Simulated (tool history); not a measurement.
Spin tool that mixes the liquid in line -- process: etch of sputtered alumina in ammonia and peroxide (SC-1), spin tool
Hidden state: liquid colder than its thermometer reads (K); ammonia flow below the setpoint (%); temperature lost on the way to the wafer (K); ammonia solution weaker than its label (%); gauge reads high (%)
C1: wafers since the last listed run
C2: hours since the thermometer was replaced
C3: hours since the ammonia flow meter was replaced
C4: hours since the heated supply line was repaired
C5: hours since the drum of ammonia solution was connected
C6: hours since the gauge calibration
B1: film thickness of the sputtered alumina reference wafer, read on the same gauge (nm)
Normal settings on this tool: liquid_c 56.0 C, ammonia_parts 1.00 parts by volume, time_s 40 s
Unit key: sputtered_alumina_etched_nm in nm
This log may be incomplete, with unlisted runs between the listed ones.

Run 1, hour 0.0: usual settings but liquid_c 51.0 C; C1 0; C2 289.5; C3 445.1; C4 1224.7; C5 696.7; C6 773.3; B1 110.02. Result: sputtered_alumina_etched_nm 3.61 nm.
At hour 7.4: heated supply line repaired.
At hour 48.3: new drum of ammonia solution connected.
Run 2, hour 57.1: usual settings but liquid_c 50.0 C; C1 438; C2 346.6; C3 502.2; C4 49.7; C5 8.8; C6 830.4; B1 110.00. Result: sputtered_alumina_etched_nm 3.79 nm.
Run 3, hour 153.9: usual settings; C1 770; C2 443.4; C3 599.0; C4 146.5; C5 105.6; C6 927.2; B1 109.98. Result: sputtered_alumina_etched_nm 5.19 nm.
Run 4, hour 221.5: usual settings; C1 537; C2 511.0; C3 666.6; C4 214.1; C5 173.2; C6 994.8; B1 110.02. Result: sputtered_alumina_etched_nm 5.18 nm.
Run 5, hour 272.0: usual settings; C1 401; C2 561.5; C3 717.1; C4 264.6; C5 223.7; C6 1045.3; B1 109.99. Result: sputtered_alumina_etched_nm 5.12 nm.
Run 6, hour 353.6: usual settings; C1 649; C2 643.1; C3 798.7; C4 346.2; C5 305.3; C6 1126.9; B1 109.96. Result: sputtered_alumina_etched_nm 5.16 nm.
Run 7, hour 401.4: usual settings; C1 380; C2 690.9; C3 846.5; C4 394.0; C5 353.1; C6 1174.7; B1 110.02. Result: sputtered_alumina_etched_nm 5.04 nm.
Run 8, hour 492.0: usual settings but time_s 55 s; C1 720; C2 781.5; C3 937.1; C4 484.6; C5 443.7; C6 1265.3; B1 110.06. Result: sputtered_alumina_etched_nm 6.95 nm.
Run 9, hour 549.0: usual settings but time_s 55 s; C1 453; C2 838.5; C3 994.1; C4 541.6; C5 500.7; C6 1322.3; B1 110.02. Result: sputtered_alumina_etched_nm 6.93 nm.
Run 10, hour 637.8: usual settings but liquid_c 63.5 C, ammonia_parts 0.65 parts by volume; C1 706; C2 927.3; C3 1082.9; C4 630.4; C5 589.5; C6 1411.1; B1 110.00. Result: sputtered_alumina_etched_nm 7.05 nm.
Run 11, hour 682.5: usual settings; C1 355; C2 972.0; C3 1127.6; C4 675.1; C5 634.2; C6 1455.8; B1 110.00. Result: sputtered_alumina_etched_nm 4.91 nm.
Run 12, hour 748.7: usual settings but liquid_c 63.5 C, time_s 30 s; C1 526; C2 1038.2; C3 1193.8; C4 741.3; C5 700.4; C6 1522.0; B1 109.98. Result: sputtered_alumina_etched_nm 5.45 nm.
Run 13, hour 823.3: usual settings but liquid_c 65.5 C, ammonia_parts 1.20 parts by volume; C1 593; C2 1112.8; C3 1268.4; C4 815.9; C5 775.0; C6 1596.6; B1 110.04. Result: sputtered_alumina_etched_nm 8.14 nm.
At hour 874.3: new drum of ammonia solution connected.
Run 14, hour 874.8: usual settings but ammonia_parts 1.20 parts by volume, time_s 25 s; C1 401; C2 1164.3; C3 1319.9; C4 867.4; C5 0.5; C6 1648.1; B1 110.00. Result: sputtered_alumina_etched_nm 3.12 nm.
Run 15, hour 965.0: usual settings but liquid_c 53.0 C, time_s 30 s; C1 717; C2 1254.5; C3 1410.1; C4 957.6; C5 90.7; C6 1738.3; B1 110.01. Result: sputtered_alumina_etched_nm 3.10 nm.
At hour 1027.7: thermometer replaced.
At hour 1047.2: ammonia flow meter replaced.
At hour 1069.9: heated supply line repaired.
Run 16, hour 1153.8: usual settings but liquid_c 53.0 C; C1 1478; C2 126.1; C3 106.6; C4 83.9; C5 279.5; C6 1927.1; B1 110.00. Result: sputtered_alumina_etched_nm 4.52 nm.
Run 17, hour 1235.5: usual settings but ammonia_parts 1.20 parts by volume, time_s 30 s; C1 650; C2 207.8; C3 188.3; C4 165.6; C5 361.2; C6 2008.8; B1 110.00. Result: sputtered_alumina_etched_nm 3.98 nm.
At hour 1295.2: gauge calibrated.
Run 18, hour 1338.1: usual settings but liquid_c 50.0 C, ammonia_parts 1.20 parts by volume, time_s 30 s; C1 816; C2 310.4; C3 290.9; C4 268.2; C5 463.8; C6 42.9; B1 110.02. Result: sputtered_alumina_etched_nm 2.83 nm.
Run 19, hour 1392.3: usual settings but ammonia_parts 0.60 parts by volume; C1 431; C2 364.6; C3 345.1; C4 322.4; C5 518.0; C6 97.1; B1 110.02. Result: sputtered_alumina_etched_nm 4.94 nm.
Run 20, hour 1444.3: usual settings; C1 413; C2 416.6; C3 397.1; C4 374.4; C5 570.0; C6 149.1; B1 109.97. Result: sputtered_alumina_etched_nm 5.17 nm.
Run 21, hour 1515.7: usual settings but liquid_c 47.0 C, ammonia_parts 1.20 parts by volume, time_s 20 s; C1 568; C2 488.0; C3 468.5; C4 445.8; C5 641.4; C6 220.5; B1 110.02. Result: sputtered_alumina_etched_nm 1.58 nm.
Run 22, hour 1614.8: usual settings but ammonia_parts 1.15 parts by volume, time_s 25 s; C1 788; C2 587.1; C3 567.6; C4 544.9; C5 740.5; C6 319.6; B1 109.96. Result: sputtered_alumina_etched_nm 3.19 nm.
At hour 1625.0: new drum of ammonia solution connected.
Run 23, hour 1657.3: usual settings; C1 330; C2 629.6; C3 610.1; C4 587.4; C5 32.3; C6 362.1; B1 110.00. Result: sputtered_alumina_etched_nm 5.03 nm.
Run 24, hour 1957.0: usual settings but liquid_c 48.5 C, ammonia_parts 0.55 parts by volume; C1 2384; C2 929.3; C3 909.8; C4 887.1; C5 332.0; C6 661.8; B1 110.03. Result: sputtered_alumina_etched_nm 3.10 nm.

Describe how what the log doesn't record of the tool's condition differs between the last listed run preceding each entry between runs and the first listed run following it.
From run 1 to run 2: heated supply line repaired (hour 7.4); new drum of ammonia solution connected (hour 48.3)
  temperature lost on the way to the wafer (K): 2.09 -> 0.354
  measured result minus the result with no hidden state, sputtered_alumina_etched_nm: -0.44 -> -0.07 nm
From run 13 to run 14: new drum of ammonia solution connected (hour 874.3)
  temperature lost on the way to the wafer (K): 1.53 -> 1.6
  measured result minus the result with no hidden state, sputtered_alumina_etched_nm: -0.64 -> -0.28 nm
From run 15 to run 16: thermometer replaced (hour 1027.7); ammonia flow meter replaced (hour 1047.2); heated supply line repaired (hour 1069.9)
  temperature lost on the way to the wafer (K): 1.74 -> 0.286
  measured result minus the result with no hidden state, sputtered_alumina_etched_nm: -0.30 -> -0.07 nm
From run 17 to run 18: gauge calibrated (hour 1295.2)
  temperature lost on the way to the wafer (K): 0.411 -> 0.568
  measured result minus the result with no hidden state, sputtered_alumina_etched_nm: -0.08 -> -0.09 nm
From run 22 to run 23: new drum of ammonia solution connected (hour 1625.0)
  temperature lost on the way to the wafer (K): 0.991 -> 1.06
  measured result minus the result with no hidden state, sputtered_alumina_etched_nm: -0.17 -> -0.29 nm
